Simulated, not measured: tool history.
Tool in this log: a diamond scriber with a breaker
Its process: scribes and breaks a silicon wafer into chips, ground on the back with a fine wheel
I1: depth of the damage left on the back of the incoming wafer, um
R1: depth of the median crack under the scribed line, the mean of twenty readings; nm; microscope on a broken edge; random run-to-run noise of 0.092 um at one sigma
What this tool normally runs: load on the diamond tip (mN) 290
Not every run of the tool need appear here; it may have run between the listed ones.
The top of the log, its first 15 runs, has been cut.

{"hour": 1117.0, "done": "load on the tip recalibrated"}
{"run": 16, "hour": 1129.1, "load on the diamond tip (mN)": 290, "I1": 2.04, "R1": 10370}
{"run": 17, "hour": 1181.4, "load on the diamond tip (mN)": 290, "I1": 1.78, "R1": 10460}
{"run": 18, "hour": 1220.9, "load on the diamond tip (mN)": 258, "I1": 2.23, "R1": 9950}
{"run": 19, "hour": 1274.6, "load on the diamond tip (mN)": 228, "I1": 1.85, "R1": 9630}
{"run": 20, "hour": 1359.3, "load on the diamond tip (mN)": 349, "I1": 2.45, "R1": 11160}
{"run": 21, "hour": 1414.5, "load on the diamond tip (mN)": 290, "I1": 2.5, "R1": 10510}
{"hour": 1441.8, "done": "diamond tip replaced by a new one"}
{"run": 22, "hour": 1494.4, "load on the diamond tip (mN)": 290, "I1": 2.5, "R1": 10460}
{"run": 23, "hour": 1597.0, "load on the diamond tip (mN)": 343, "I1": 1.74, "R1": 11220}
{"run": 24, "hour": 1699.2, "load on the diamond tip (mN)": 290, "I1": 2.55, "R1": 10640}
{"run": 25, "hour": 1781.0, "load on the diamond tip (mN)": 209, "I1": 1.91, "R1": 9680}
{"run": 26, "hour": 1855.8, "load on the diamond tip (mN)": 290, "I1": 2.33, "R1": 10740}
{"hour": 1922.6, "done": "diamond tip replaced by a new one"}
{"run": 27, "hour": 2171.4, "load on the diamond tip (mN)": 245, "I1": 1.95, "R1": 10250}
{"run": 28, "hour": 2223.1, "load on the diamond tip (mN)": 211, "I1": 2.52, "R1": 9790}
{"run": 29, "hour": 2315.5, "load on the diamond tip (mN)": 218, "I1": 1.52, "R1": 9910}
{"run": 30, "hour": 2365.1, "load on the diamond tip (mN)": 325, "I1": 1.77, "R1": 11000}
{"run": 31, "hour": 2408.5, "load on the diamond tip (mN)": 320, "I1": 1.59, "R1": 11210}
{"hour": 2441.7, "done": "diamond tip replaced by a new one"}
{"run": 32, "hour": 2507.6, "load on the diamond tip (mN)": 373, "I1": 2.21, "R1": 12020}

5 options for the next run, each taken on its own from the tool as it stands now. Forecast them:
{"run": "A", "hour": 2508.3, "load on the diamond tip (mN)": 290, "I1": 1.73, "R1": "?"}
{"run": "B", "hour": 2508.3, "load on the diamond tip (mN)": 240, "I1": 1.73, "R1": "?"}
{"run": "C", "hour": 2508.3, "load on the diamond tip (mN)": 226, "I1": 1.73, "R1": "?"}
{"run": "D", "hour": 2508.3, "load on the diamond tip (mN)": 319, "I1": 1.73, "R1": "?"}
{"run": "E", "hour": 2508.3, "load on the diamond tip (mN)": 221, "I1": 1.73, "R1": "?"}

run=A R1=11000
run=B R1=10360
run=C R1=10180
run=D R1=11360
run=E R1=10110
With the hidden condition removed and each run's random variation left untouched, the same runs would have given:
run=A R1=10510
run=B R1=9900
run=C R1=9730
run=D R1=10860
run=E R1=9660
